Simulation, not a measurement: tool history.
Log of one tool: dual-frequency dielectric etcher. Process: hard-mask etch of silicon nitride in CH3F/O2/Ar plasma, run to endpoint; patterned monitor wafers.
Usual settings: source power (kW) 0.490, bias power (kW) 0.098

run,hour,source power (kW),bias power (kW),"incoming incoming film thickness, nm",endpoint time (s)
1,0.0,0.490,0.098,27.96,32.2
2,25.3,0.490,0.098,27.61,31.9
3,40.3,0.490,0.098,27.94,32.2
4,70.3,0.490,0.098,28.16,32.7
5,84.4,0.490,0.115,27.94,30.5
6,111.2,0.490,0.115,28.11,30.8
7,125.8,0.420,0.098,27.83,34.2
8,147.4,0.420,0.098,27.76,34.1
9,161.6,0.420,0.098,27.96,34.3
10,187.3,0.490,0.098,27.90,32.4
11,216.3,0.400,0.117,28.08,33.0
# hour 222.4: bias power generator calibrated
12,251.7,0.550,0.113,27.69,29.4
# hour 272.7: source power generator calibrated
# hour 293.3: wet clean of the chamber
13,293.8,0.490,0.098,28.00,32.1
14,303.9,0.490,0.098,28.05,32.2
15,324.6,0.590,0.107,28.01,29.1
# hour 355.6: upper electrode replaced
16,356.4,0.420,0.083,27.95,36.3
17,378.6,0.490,0.098,28.13,32.4
18,413.4,0.580,0.081,28.29,32.7
19,431.9,0.590,0.098,27.86,30.1
20,461.5,0.560,0.120,27.81,28.6
21,494.2,0.490,0.098,28.25,32.8

3 ways to go on from here, each from the tool as it stands after run 21. What would each give?
A,494.6,0.490,0.098,27.93,?
B,494.6,0.590,0.111,27.93,?
C,494.6,0.490,0.078,27.93,?

run,endpoint time (s)
A,32.4
B,29.0
C,35.0
Without the tool's hidden state the same runs would have given:
run,endpoint time (s)
A,32.1
B,28.7
C,34.7
